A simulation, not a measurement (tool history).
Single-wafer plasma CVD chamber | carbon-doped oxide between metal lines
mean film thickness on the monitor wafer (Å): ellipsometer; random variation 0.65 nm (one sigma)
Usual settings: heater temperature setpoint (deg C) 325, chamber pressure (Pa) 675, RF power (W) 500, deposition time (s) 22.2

run,hour,heater temperature setpoint (deg C),chamber pressure (Pa),RF power (W),deposition time (s),wafers since the last listed run,hours since the last thermocouple change,hours since the last RF generator calibration,hours since the last manometer calibration,hours since the showerhead was replaced,hours since the gauge calibration,"read-back reference wafer on the same gauge, thickness_nm",mean film thickness on the monitor wafer (Å)
1,0,325,675,500,22.2,0,0.7,798.3,741.9,154.3,260.1,117.004,1179.72
2,51.5,325,675,500,22.2,1584,52.2,849.8,793.4,205.8,311.6,117.083,1179.21
3,113.9,325,675,500,22.2,1920,114.6,912.2,855.8,268.2,374,117.061,1168.35
4,204,325,675,455,22.2,2772,204.7,1002.3,945.9,358.3,464.1,117.083,1094.44
5,253.6,325,675,500,22.2,1526,254.3,1051.9,995.5,407.9,513.7,116.822,1163.56
6,319.5,325,675,500,22.2,2027,320.2,1117.8,1061.4,473.8,579.6,116.902,1151.26
7,364.9,325,675,500,22.2,1396,365.6,1163.2,1106.8,519.2,625,116.872,1163.77
8,442,313,593,595,17.8,2372,442.7,1240.3,1183.9,596.3,702.1,117.087,1083.57
9,533.5,325,675,445,22.2,2815,534.2,1331.8,1275.4,687.8,793.6,117.119,1055.08
10,600.6,325,675,585,22.2,2064,601.3,1398.9,1342.5,754.9,860.7,116.804,1286.31
11,691.6,325,675,500,22.2,2800,692.3,1489.9,1433.5,845.9,951.7,117.149,1160.41
12,733.8,325,577,590,22.2,1298,734.5,1532.1,1475.7,888.1,993.9,116.924,1246.54
13,1046.3,332,779,500,22.2,9615,1047,1844.6,1788.2,1200.6,1306.4,116.952,1124.88
# hour 1117.5: thermocouple changed; heater temperature recalibrated
14,1135,325,675,500,22.2,2483,17.5,1933.3,1876.9,1289.3,1395.1,116.919,1130.37
# hour 1176.5: RF generator calibrated
15,1222.7,332,821,530,20.9,2452,105.2,46.2,1964.6,1377,1482.8,116.92,1179.29

Run 16 comes next. What will it give?
16,1299.4,325,675,500,22.2,2360,181.9,122.9,2041.3,1453.7,1559.5,?,?

read-back reference wafer on the same gauge, thickness_nm: 116.822
mean film thickness on the monitor wafer (Å): 1191.42
Without the tool's hidden state the same run would have given mean film thickness on the monitor wafer (Å) 1199.
